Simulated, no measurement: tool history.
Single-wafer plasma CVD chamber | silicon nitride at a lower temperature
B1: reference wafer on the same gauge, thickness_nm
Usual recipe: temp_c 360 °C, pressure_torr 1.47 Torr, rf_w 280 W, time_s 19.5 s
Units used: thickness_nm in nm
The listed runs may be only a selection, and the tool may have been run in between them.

Run 1, day 0: usual settings but rf_w 300 W; B1 21.715. Result: thickness_nm 20.452 nm.
Run 2, day 2.358: usual settings; B1 21.705. Result: thickness_nm 19.517 nm.
Run 3, day 4.621: usual settings; B1 21.71. Result: thickness_nm 19.481 nm.
Run 4, day 7.229: usual settings; B1 21.699. Result: thickness_nm 19.438 nm.
At day 9.171: gauge calibrated.
Run 5, day 10.029: usual settings but temp_c 365 °C, rf_w 240 W; B1 21.709. Result: thickness_nm 17.178 nm.
Run 6, day 12.021: usual settings but temp_c 365 °C, rf_w 240 W; B1 21.688. Result: thickness_nm 17.141 nm.
At day 14.5: capacitance manometer re-zeroed and calibrated.
Run 7, day 14.521: usual settings but temp_c 365 °C, rf_w 240 W; B1 21.709. Result: thickness_nm 17.08 nm.
At day 15.046: thermocouple changed; heater temperature recalibrated.
Run 8, day 16.375: usual settings but time_s 17.6 s; B1 21.688. Result: thickness_nm 17.472 nm.
Run 9, day 18.467: usual settings but time_s 17.6 s; B1 21.703. Result: thickness_nm 17.514 nm.
At day 19.554: showerhead replaced.
Run 10, day 20.375: usual settings but pressure_torr 1.56 Torr; B1 21.694. Result: thickness_nm 19.657 nm.
Run 11, day 22.221: usual settings but pressure_torr 1.56 Torr; B1 21.691. Result: thickness_nm 19.728 nm.
Run 12, day 23.258: usual settings but pressure_torr 1.56 Torr; B1 21.714. Result: thickness_nm 19.753 nm.
Run 13, day 24.804: usual settings; B1 21.705. Result: thickness_nm 19.319 nm.
At day 25.783: RF generator calibrated.
Run 14, day 27.658: usual settings but time_s 17 s; B1 21.706. Result: thickness_nm 17.019 nm.
Run 15, day 28.95: usual settings but pressure_torr 1.26 Torr, time_s 15.6 s; B1 21.681. Result: thickness_nm 15.037 nm.
Run 16, day 30.317: usual settings but temp_c 369 °C; B1 21.714. Result: thickness_nm 19.32 nm.
Run 17, day 32.246: usual settings but temp_c 355 °C, pressure_torr 1.82 Torr; B1 21.714. Result: thickness_nm 20.399 nm.
Run 18, day 33.308: usual settings but pressure_torr 1.19 Torr, rf_w 310 W, time_s 16.8 s; B1 21.699. Result: thickness_nm 17.341 nm.
Run 19, day 35.067: usual settings but temp_c 374 °C, pressure_torr 1.14 Torr, rf_w 305 W, time_s 23.1 s; B1 21.716. Result: thickness_nm 23.155 nm.
Run 20, day 37.212: usual settings; B1 21.7. Result: thickness_nm 19.36 nm.
Run 21, day 38.233: usual settings; B1 21.687. Result: thickness_nm 19.404 nm.
At day 39.629: gauge calibrated.
Run 22, day 40.546: usual settings; B1 21.687. Result: thickness_nm 19.454 nm.
Run 23, day 42.262: usual settings; B1 21.664. Result: thickness_nm 19.456 nm.
Run 24, day 44.267: usual settings but time_s 17.6 s; B1 21.702. Result: thickness_nm 17.581 nm.
Run 25, day 47.204: usual settings but pressure_torr 1.72 Torr, rf_w 325 W, time_s 17.7 s; B1 21.687. Result: thickness_nm 20.565 nm.
Run 26, day 48.862: usual settings but rf_w 335 W; B1 21.68. Result: thickness_nm 22.283 nm.
Run 27, day 49.954: usual settings but pressure_torr 1.31 Torr, rf_w 300 W, time_s 15.7 s; B1 21.692. Result: thickness_nm 16.117 nm.
Run 28, day 51.179: usual settings; B1 21.704. Result: thickness_nm 19.452 nm.
Run 29, day 53.029: usual settings; B1 21.694. Result: thickness_nm 19.419 nm.
Run 30, day 54.929: usual settings but temp_c 364 °C, pressure_torr 1.57 Torr, rf_w 305 W; B1 21.706. Result: thickness_nm 21.067 nm.

Run-by-run hidden state of the tool:
wafer temperature above the value expected at the setpoint (K): 0 in every run
delivered RF power above the setpoint (%): 0 in every run
true pressure above the setpoint (%): 0 in every run
gauge reads high (%): 0 in every run
